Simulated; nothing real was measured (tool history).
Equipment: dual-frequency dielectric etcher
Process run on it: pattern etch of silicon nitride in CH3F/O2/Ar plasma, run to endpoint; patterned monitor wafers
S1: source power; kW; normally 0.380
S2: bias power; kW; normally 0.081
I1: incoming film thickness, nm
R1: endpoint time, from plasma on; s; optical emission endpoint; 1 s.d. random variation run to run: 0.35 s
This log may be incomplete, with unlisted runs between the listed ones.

run,hour,S1,S2,I1,R1
1,0.0,0.380,0.081,32.32,43.7
2,17.2,0.380,0.081,32.36,44.1
3,28.3,0.380,0.070,32.25,46.7
4,48.0,0.380,0.070,32.72,46.8
5,65.3,0.380,0.087,32.59,42.3
6,81.7,0.380,0.087,32.49,42.8
7,89.5,0.380,0.087,32.12,41.8
8,104.6,0.360,0.081,32.28,44.5
9,116.6,0.380,0.081,32.24,44.0
10,134.3,0.380,0.081,32.38,44.0
11,152.0,0.380,0.081,32.78,45.1
12,164.5,0.380,0.081,32.63,44.3
13,172.6,0.380,0.081,32.27,44.4
14,184.1,0.380,0.081,32.16,43.9
15,191.6,0.340,0.081,32.37,46.4
16,206.3,0.320,0.081,32.56,47.2
# hour 234.1: upper electrode replaced, of another model than before
17,234.6,0.380,0.081,32.16,45.1
18,234.9,0.380,0.081,32.31,44.6
19,271.7,0.310,0.074,32.46,50.0
# hour 282.3: source power generator calibrated
# hour 299.3: bias power generator calibrated
20,306.6,0.380,0.081,32.40,44.7
21,320.8,0.450,0.090,32.03,40.1
22,332.8,0.380,0.081,32.25,45.8
23,343.9,0.380,0.081,32.20,44.4
24,353.2,0.320,0.068,32.23,51.7
25,377.4,0.380,0.081,32.20,45.2
# hour 407.3: wet clean of the chamber
26,407.8,0.440,0.071,32.29,44.9
27,411.7,0.330,0.063,32.07,51.5
28,456.0,0.440,0.070,32.21,45.6
29,470.1,0.380,0.081,32.27,43.7
30,485.8,0.450,0.095,32.08,38.1
31,495.4,0.380,0.064,32.37,50.4
32,503.8,0.470,0.081,32.48,41.9
33,521.0,0.480,0.081,32.36,41.1
34,539.0,0.320,0.073,31.70,48.4
35,558.0,0.330,0.093,32.11,41.9

Alternative continuations, all from the tool just after run 35; predict every row:
A,558.4,0.380,0.076,32.25,?
B,558.4,0.380,0.071,32.25,?
C,558.4,0.410,0.074,32.25,?
D,558.4,0.410,0.090,32.25,?

run,R1
A,45.2
B,47.1
C,45.1
D,40.3
What these runs would have given with no unlogged condition in the tool:
run,R1
A,44.2
B,46.0
C,44.1
D,39.4

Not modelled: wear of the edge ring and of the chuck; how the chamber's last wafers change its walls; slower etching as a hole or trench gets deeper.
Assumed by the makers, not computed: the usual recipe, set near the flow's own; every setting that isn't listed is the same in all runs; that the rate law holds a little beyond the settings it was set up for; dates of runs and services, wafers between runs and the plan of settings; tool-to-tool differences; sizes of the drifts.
